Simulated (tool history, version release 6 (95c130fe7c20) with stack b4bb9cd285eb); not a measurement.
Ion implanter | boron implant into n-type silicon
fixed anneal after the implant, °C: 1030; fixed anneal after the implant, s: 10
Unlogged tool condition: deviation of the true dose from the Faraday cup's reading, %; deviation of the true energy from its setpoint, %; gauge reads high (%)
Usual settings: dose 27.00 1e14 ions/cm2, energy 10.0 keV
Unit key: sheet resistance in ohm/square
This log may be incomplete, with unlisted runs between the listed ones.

run     day   dose  energy  wafers since the last listed run  hours since the last dose calibration  hours since the extraction supply was calibrated  hours since the gauge calibration  read-back reference wafer on the same gauge, sheet resistance  sheet resistance
  1   0.000  22.21    10.0                                 0                                  363.4                                             887.9                             1132.5                                                          89.10             83.31
  2   1.588  22.21    10.0                               842                                  401.5                                             926.0                             1170.6                                                          89.08             82.86
  3   4.217  22.21    10.0                              1394                                  464.6                                             989.1                             1233.7                                                          89.14             83.06
  4   6.096  27.00    10.0                               996                                  509.7                                            1034.2                             1278.8                                                          89.11             79.93
  5   8.771  27.00    10.0                              1419                                  573.9                                            1098.4                             1343.0                                                          89.07             79.73
      9.975  -- Faraday cup replaced and dose calibrated
  6  10.488  32.63    10.0                               733                                   12.3                                            1139.6                             1384.2                                                          89.10             78.22
  7  11.521  25.23    10.0                               548                                   37.1                                            1164.4                             1409.0                                                          89.08             81.13
  8  14.412  25.23    10.0                              1534                                  106.5                                            1233.8                             1478.4                                                          89.09             81.21
  9  17.046  25.23    10.0                              1397                                  169.7                                            1297.0                             1541.6                                                          89.11             80.95
 10  18.717  27.00    10.0                               886                                  209.8                                            1337.1                             1581.7                                                          89.07             80.25
 11  26.621  27.00    10.0                              4193                                  399.5                                            1526.8                             1771.4                                                          89.08             79.63
     29.446  -- Faraday cup replaced and dose calibrated
 12  29.467  27.00    10.0                              1332                                    0.5                                            1595.1                             1839.7                                                          89.10             80.22
 13  32.012  30.50    10.0                              1350                                   61.6                                            1656.2                             1900.8                                                          89.11             78.77
 14  34.300  30.50    10.0                              1213                                  116.5                                            1711.1                             1955.7                                                          89.04             78.93
 15  36.888  27.00    10.0                              1372                                  178.6                                            1773.2                             2017.8                                                          89.10             79.91
     38.000  -- gauge calibrated
 16  38.804  24.50     7.0                              1016                                  224.6                                            1819.2                               19.3                                                          89.07             99.78
 17  40.925  21.04     7.0                              1125                                  275.5                                            1870.1                               70.2                                                          89.07            101.60
 18  42.621  30.91    10.0                               899                                  316.2                                            1910.8                              110.9                                                          89.15             78.54
 19  45.262  27.00    10.0                              1401                                  379.6                                            1974.2                              174.3                                                          89.09             79.80
 20  47.179  23.77     7.0                              1016                                  425.6                                            2020.2                              220.3                                                          89.10             99.78
 21  49.171  21.92     8.0                              1056                                  473.4                                            2068.0                              268.1                                                          89.11             93.86
     50.225  -- extraction supply calibrated
     52.692  -- Faraday cup replaced and dose calibrated
 22  57.871  34.99    13.0                              4261                                  124.3                                             183.5                              476.9                                                          89.10             66.44
 23  60.067  21.42    11.0                              1164                                  177.0                                             236.2                              529.6                                                          89.06             80.16
 24  62.117  27.00    10.0                              1087                                  226.2                                             285.4                              578.8                                                          89.09             80.79
 25  63.488  25.23    10.0                               727                                  259.1                                             318.3                              611.7                                                          89.11             81.53
 26  69.217  21.22     9.0                              3039                                  396.6                                             455.8                              749.2                                                          89.08             88.96
 27  71.654  32.57     7.5                              1293                                  455.1                                             514.3                              807.7                                                          89.15             93.93
 28  72.767  27.00    10.0                               590                                  481.8                                             541.0                              834.4                                                          89.11             80.09
     75.112  -- Faraday cup replaced and dose calibrated
 29  75.412  27.00    10.0                              1226                                    7.2                                             604.5                              897.9                                                          89.11             80.40
 30  76.483  19.58     7.0                               568                                   32.9                                             630.2                              923.6                                                          89.08            103.55
 31  79.142  25.23    10.0                              1410                                   96.7                                             694.0                              987.4                                                          89.15             81.08

Run by run, hidden condition taken away, random variation retained:
run  sheet resistance
  1             84.08
  2             83.74
  3             84.14
  4             80.94
  5             80.90
  6             78.89
  7             81.85
  8             81.99
  9             81.80
 10             81.14
 11             80.84
 12             81.00
 13             79.60
 14             79.81
 15             80.85
 16            100.90
 17            102.79
 18             79.67
 19             81.07
 20            101.23
 21             95.49
 22             66.59
 23             80.51
 24             81.13
 25             81.94
 26             89.76
 27             94.65
 28             80.91
 29             80.83
 30            104.05
 31             81.59
